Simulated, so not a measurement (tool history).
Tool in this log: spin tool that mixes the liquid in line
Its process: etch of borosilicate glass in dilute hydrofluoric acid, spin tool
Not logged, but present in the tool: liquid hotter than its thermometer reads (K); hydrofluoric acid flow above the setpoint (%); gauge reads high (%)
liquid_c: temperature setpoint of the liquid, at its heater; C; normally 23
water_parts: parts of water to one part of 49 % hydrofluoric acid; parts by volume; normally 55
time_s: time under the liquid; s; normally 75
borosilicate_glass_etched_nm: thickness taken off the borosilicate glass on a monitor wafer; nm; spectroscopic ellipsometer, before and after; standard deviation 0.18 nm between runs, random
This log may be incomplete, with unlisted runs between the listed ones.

run,hour,liquid_c,water_parts,time_s,wafers since the last listed run,hours since the thermometer was replaced,hours since the hydrofluoric acid flow meter was replaced,hours since the gauge calibration,"read-back film thickness of the borosilicate glass reference wafer, read on the same gauge (nm)",borosilicate_glass_etched_nm
1,0,25.5,55,75,0,1456.7,436.8,1242.5,69.98,36.77
# hour 33.8: thermometer replaced
2,61.5,25.5,55,75,642,27.7,498.3,1304,70,34.71
3,127.5,25.5,55,75,700,93.7,564.3,1370,69.98,35.08
4,187,23,45,75,631,153.2,623.8,1429.5,69.99,39.07
5,228.7,23,45,75,442,194.9,665.5,1471.2,70.03,38.97
6,298,23,45,75,735,264.2,734.8,1540.5,70.02,39.65
7,335.2,23,70,75,394,301.4,772,1577.7,70,24.38
8,389.4,23,70,75,575,355.6,826.2,1631.9,70,24.29
# hour 433.5: hydrofluoric acid flow meter replaced
9,447,23,70,75,600,413.2,13.5,1689.5,70.01,24.5
10,496.3,23,55,75,523,462.5,62.8,1738.8,70.01,31.79
# hour 502: gauge calibrated
11,561,19.5,55,75,686,527.2,127.5,59,70.02,27.92
12,630.9,23,55,40,742,597.1,197.4,128.9,69.98,17.02
13,663.6,23,55,40,347,629.8,230.1,161.6,70.02,17.13
14,731,22,55,75,715,697.2,297.5,229,70,31
15,780.9,22,55,75,529,747.1,347.4,278.9,70,31.04
16,824.3,20,40,110,460,790.5,390.8,322.3,70.04,59
17,1003.2,20,40,110,1899,969.4,569.7,501.2,70.01,59.34
18,1056.7,27.5,55,35,568,1022.9,623.2,554.7,70,18.55
19,1084,23,55,75,289,1050.2,650.5,582,69.97,33.07
20,1121,27.5,30,110,392,1087.2,687.5,619,69.98,111.28
21,1165.2,23,55,35,469,1131.4,731.7,663.2,70.03,15.41
22,1219.8,23,55,75,579,1186,786.3,717.8,70.01,33.36
23,1280,23,80,60,639,1246.2,846.5,778,69.94,17.92
# hour 1343.6: hydrofluoric acid flow meter replaced
24,1348.1,23,65,75,712,1314.3,4.5,846.1,70.02,27.74
# hour 1375.6: thermometer replaced
25,1383.8,21,80,75,368,8.2,40.2,881.8,69.99,19.22
26,1443.9,23,55,75,638,68.3,100.3,941.9,69.98,31.6
27,1468.4,23,80,75,260,92.8,124.8,966.4,70,20.97
28,1523.2,25.5,35,50,581,147.6,179.6,1021.2,70.02,37.53
29,1564.9,23,55,75,442,189.3,221.3,1062.9,69.98,31.36
30,1629.2,23,55,75,682,253.6,285.6,1127.2,70.02,32.02
31,1695.5,18.5,55,115,703,319.9,351.9,1193.5,70.06,40.24
32,1737.2,26,55,50,442,361.6,393.6,1235.2,69.98,24.29
33,1807.7,23,55,75,748,432.1,464.1,1305.7,70,32.08
34,1857.6,24.5,85,50,529,482,514,1355.6,69.97,14.08

Take each entry between the runs: how does the hidden state at the last listed run before it differ from the hidden state at the first listed run after it?
Logged between run 1 and run 2: thermometer replaced (hour 33.8)
  liquid hotter than its thermometer reads (K): 1.84 -> 0.284
  measured result minus the result with no hidden state, borosilicate_glass_etched_nm: +2.62 -> +0.39 nm
Logged between run 8 and run 9: hydrofluoric acid flow meter replaced (hour 433.5)
  liquid hotter than its thermometer reads (K): 0.687 -> 0.757
  measured result minus the result with no hidden state, borosilicate_glass_etched_nm: +0.68 -> +0.74 nm
Logged between run 10 and run 11: gauge calibrated (hour 502)
  liquid hotter than its thermometer reads (K): 0.818 -> 0.897
  measured result minus the result with no hidden state, borosilicate_glass_etched_nm: +1.06 -> +1.05 nm
Logged between run 23 and run 24: hydrofluoric acid flow meter replaced (hour 1343.6)
  liquid hotter than its thermometer reads (K): 1.78 -> 1.86
  measured result minus the result with no hidden state, borosilicate_glass_etched_nm: +1.24 -> +2.02 nm
Logged between run 24 and run 25: thermometer replaced (hour 1375.6)
  liquid hotter than its thermometer reads (K): 1.86 -> 0.232
  measured result minus the result with no hidden state, borosilicate_glass_etched_nm: +2.02 -> +0.18 nm
